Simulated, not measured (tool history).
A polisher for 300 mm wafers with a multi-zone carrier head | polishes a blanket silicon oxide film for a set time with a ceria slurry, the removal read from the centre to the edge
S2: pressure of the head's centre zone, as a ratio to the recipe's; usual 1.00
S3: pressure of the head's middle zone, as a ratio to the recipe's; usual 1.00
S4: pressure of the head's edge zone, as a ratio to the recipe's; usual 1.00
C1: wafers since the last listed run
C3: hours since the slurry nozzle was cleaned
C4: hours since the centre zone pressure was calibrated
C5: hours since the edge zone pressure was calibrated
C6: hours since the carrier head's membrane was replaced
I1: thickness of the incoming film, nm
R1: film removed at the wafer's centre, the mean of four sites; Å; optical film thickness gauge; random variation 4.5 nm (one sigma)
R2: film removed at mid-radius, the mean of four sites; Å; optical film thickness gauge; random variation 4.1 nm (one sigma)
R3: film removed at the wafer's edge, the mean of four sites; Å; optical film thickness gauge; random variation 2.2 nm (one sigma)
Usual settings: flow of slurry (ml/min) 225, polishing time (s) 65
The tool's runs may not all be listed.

run 1 hour=0.0 | flow_of_slurry_(ml/min)=225 S2=1.00 S3=1.00 S4=1.00 polishing_time_(s)=65 | C1=0 wafers_polished_on_this_pad=153 C3=65.4 C4=255.3 C5=228.2 C6=623.4 | I1=1342.8 | R1=3143 R2=3062 R3=3086
-- hour=58.3 carrier head's membrane replaced by a new one
run 2 hour=58.8 | flow_of_slurry_(ml/min)=225 S2=1.00 S3=1.00 S4=1.00 polishing_time_(s)=65 | C1=500 wafers_polished_on_this_pad=654 C3=124.2 C4=314.1 C5=287.0 C6=0.5 | I1=1342.3 | R1=3023 R2=3114 R3=3096
run 3 hour=124.7 | flow_of_slurry_(ml/min)=225 S2=1.00 S3=1.00 S4=1.00 polishing_time_(s)=65 | C1=612 wafers_polished_on_this_pad=1266 C3=190.1 C4=380.0 C5=352.9 C6=66.4 | I1=1338.5 | R1=3036 R2=3103 R3=3087
run 4 hour=181.8 | flow_of_slurry_(ml/min)=225 S2=1.00 S3=1.00 S4=1.00 polishing_time_(s)=65 | C1=530 wafers_polished_on_this_pad=1797 C3=247.2 C4=437.1 C5=410.0 C6=123.5 | I1=1346.7 | R1=3023 R2=3089 R3=3063
run 5 hour=252.2 | flow_of_slurry_(ml/min)=225 S2=1.00 S3=1.00 S4=1.00 polishing_time_(s)=47 | C1=654 wafers_polished_on_this_pad=2452 C3=317.6 C4=507.5 C5=480.4 C6=193.9 | I1=1353.1 | R1=2118 R2=2186 R3=2190
run 6 hour=284.9 | flow_of_slurry_(ml/min)=225 S2=1.00 S3=1.00 S4=1.00 polishing_time_(s)=47 | C1=304 wafers_polished_on_this_pad=2756 C3=350.3 C4=540.2 C5=513.1 C6=226.6 | I1=1348.4 | R1=2141 R2=2181 R3=2176
-- hour=290.6 edge zone pressure recalibrated
-- hour=312.4 worn pad replaced by a new one
run 7 hour=324.0 | flow_of_slurry_(ml/min)=275 S2=1.00 S3=0.89 S4=1.00 polishing_time_(s)=65 | C1=307 wafers_polished_on_this_pad=107 C3=389.4 C4=579.3 C5=33.4 C6=265.7 | I1=1346.5 | R1=3021 R2=2775 R3=3064
run 8 hour=393.4 | flow_of_slurry_(ml/min)=225 S2=1.00 S3=1.00 S4=0.97 polishing_time_(s)=72 | C1=645 wafers_polished_on_this_pad=752 C3=458.8 C4=648.7 C5=102.8 C6=335.1 | I1=1333.9 | R1=3107 R2=3267 R3=3228
-- hour=442.1 slurry nozzle cleaned
run 9 hour=445.2 | flow_of_slurry_(ml/min)=225 S2=1.00 S3=0.95 S4=1.06 polishing_time_(s)=65 | C1=472 wafers_polished_on_this_pad=1225 C3=3.1 C4=700.5 C5=154.6 C6=386.9 | I1=1341.0 | R1=2989 R2=2988 R3=3220
run 10 hour=491.8 | flow_of_slurry_(ml/min)=225 S2=1.04 S3=1.00 S4=1.00 polishing_time_(s)=65 | C1=433 wafers_polished_on_this_pad=1658 C3=49.7 C4=747.1 C5=201.2 C6=433.5 | I1=1325.6 | R1=3195 R2=3057 R3=3109
run 11 hour=555.5 | flow_of_slurry_(ml/min)=225 S2=1.00 S3=1.00 S4=1.00 polishing_time_(s)=65 | C1=592 wafers_polished_on_this_pad=2250 C3=113.4 C4=810.8 C5=264.9 C6=497.2 | I1=1328.5 | R1=2976 R2=3127 R3=3085
-- hour=566.9 centre zone pressure recalibrated
run 12 hour=592.4 | flow_of_slurry_(ml/min)=285 S2=0.89 S3=1.00 S4=1.00 polishing_time_(s)=80 | C1=324 wafers_polished_on_this_pad=2575 C3=150.3 C4=25.5 C5=301.8 C6=534.1 | I1=1323.0 | R1=3487 R2=3851 R3=3884
run 13 hour=634.9 | flow_of_slurry_(ml/min)=225 S2=1.00 S3=1.00 S4=1.00 polishing_time_(s)=78 | C1=395 wafers_polished_on_this_pad=2970 C3=192.8 C4=68.0 C5=344.3 C6=576.6 | I1=1334.6 | R1=3597 R2=3590 R3=3689
run 14 hour=678.2 | flow_of_slurry_(ml/min)=225 S2=1.00 S3=1.08 S4=1.04 polishing_time_(s)=49 | C1=402 wafers_polished_on_this_pad=3372 C3=236.1 C4=111.3 C5=387.6 C6=619.9 | I1=1347.3 | R1=2210 R2=2407 R3=2339
-- hour=702.0 worn pad replaced by a new one
-- hour=752.4 edge zone pressure recalibrated
-- hour=755.9 carrier head's membrane replaced by a new one
run 15 hour=829.7 | flow_of_slurry_(ml/min)=225 S2=1.00 S3=1.00 S4=1.00 polishing_time_(s)=77 | C1=1320 wafers_polished_on_this_pad=1135 C3=387.6 C4=262.8 C5=77.3 C6=73.8 | I1=1358.6 | R1=3451 R2=3444 R3=3524
run 16 hour=870.9 | flow_of_slurry_(ml/min)=225 S2=1.00 S3=1.00 S4=1.00 polishing_time_(s)=65 | C1=383 wafers_polished_on_this_pad=1518 C3=428.8 C4=304.0 C5=118.5 C6=115.0 | I1=1342.0 | R1=2823 R2=2916 R3=2956
run 17 hour=998.9 | flow_of_slurry_(ml/min)=225 S2=1.11 S3=1.11 S4=0.93 polishing_time_(s)=45 | C1=1190 wafers_polished_on_this_pad=2708 C3=556.8 C4=432.0 C5=246.5 C6=243.0 | I1=1353.1 | R1=2097 R2=2120 R3=1927
-- hour=1008.0 worn pad replaced by a new one
-- hour=1037.7 slurry nozzle cleaned
run 18 hour=1057.3 | flow_of_slurry_(ml/min)=225 S2=0.90 S3=1.04 S4=0.89 polishing_time_(s)=73 | C1=496 wafers_polished_on_this_pad=449 C3=19.6 C4=490.4 C5=304.9 C6=301.4 | I1=1346.6 | R1=3204 R2=3616 R3=3297
run 19 hour=1098.1 | flow_of_slurry_(ml/min)=225 S2=1.00 S3=1.09 S4=0.91 polishing_time_(s)=65 | C1=379 wafers_polished_on_this_pad=828 C3=60.4 C4=531.2 C5=345.7 C6=342.2 | I1=1334.9 | R1=3104 R2=3267 R3=2945
run 20 hour=1133.6 | flow_of_slurry_(ml/min)=150 S2=1.08 S3=1.05 S4=1.00 polishing_time_(s)=65 | C1=330 wafers_polished_on_this_pad=1158 C3=95.9 C4=566.7 C5=381.2 C6=377.7 | I1=1351.9 | R1=2957 R2=2994 R3=2923
run 21 hour=1167.0 | flow_of_slurry_(ml/min)=225 S2=0.93 S3=1.00 S4=1.04 polishing_time_(s)=57 | C1=310 wafers_polished_on_this_pad=1469 C3=129.3 C4=600.1 C5=414.6 C6=411.1 | I1=1339.1 | R1=2536 R2=2729 R3=2759
run 22 hour=1193.5 | flow_of_slurry_(ml/min)=225 S2=1.00 S3=1.00 S4=1.00 polishing_time_(s)=65 | C1=246 wafers_polished_on_this_pad=1715 C3=155.8 C4=626.6 C5=441.1 C6=437.6 | I1=1321.4 | R1=3011 R2=3001 R3=3016
run 23 hour=1233.0 | flow_of_slurry_(ml/min)=225 S2=1.09 S3=1.08 S4=0.95 polishing_time_(s)=52 | C1=367 wafers_polished_on_this_pad=2082 C3=195.3 C4=666.1 C5=480.6 C6=477.1 | I1=1339.7 | R1=2526 R2=2571 R3=2376

3 ways to go on from here, each from the tool as it stands after run 23. What would each give?
run A hour=1233.4 | flow_of_slurry_(ml/min)=225 S2=1.00 S3=1.00 S4=1.00 polishing_time_(s)=65 | C1=3 wafers_polished_on_this_pad=2086 C3=195.7 C4=666.5 C5=481.0 C6=477.5 | I1=1348.2 | R1=? R2=? R3=?
run B hour=1233.4 | flow_of_slurry_(ml/min)=200 S2=1.00 S3=1.00 S4=1.08 polishing_time_(s)=65 | C1=3 wafers_polished_on_this_pad=2086 C3=195.7 C4=666.5 C5=481.0 C6=477.5 | I1=1348.2 | R1=? R2=? R3=?
run C hour=1233.4 | flow_of_slurry_(ml/min)=225 S2=1.00 S3=1.00 S4=0.89 polishing_time_(s)=85 | C1=3 wafers_polished_on_this_pad=2086 C3=195.7 C4=666.5 C5=481.0 C6=477.5 | I1=1348.2 | R1=? R2=? R3=?

run=A R1=3059 R2=3055 R3=3075
run=B R1=2992 R2=2995 R3=3147
run=C R1=4000 R2=3996 R3=3807
Without the tool's hidden state the same runs would have given:
run=A R1=3143 R2=3131 R3=3131
run=B R1=3085 R2=3079 R3=3212
run=C R1=4110 R2=4095 R3=3877

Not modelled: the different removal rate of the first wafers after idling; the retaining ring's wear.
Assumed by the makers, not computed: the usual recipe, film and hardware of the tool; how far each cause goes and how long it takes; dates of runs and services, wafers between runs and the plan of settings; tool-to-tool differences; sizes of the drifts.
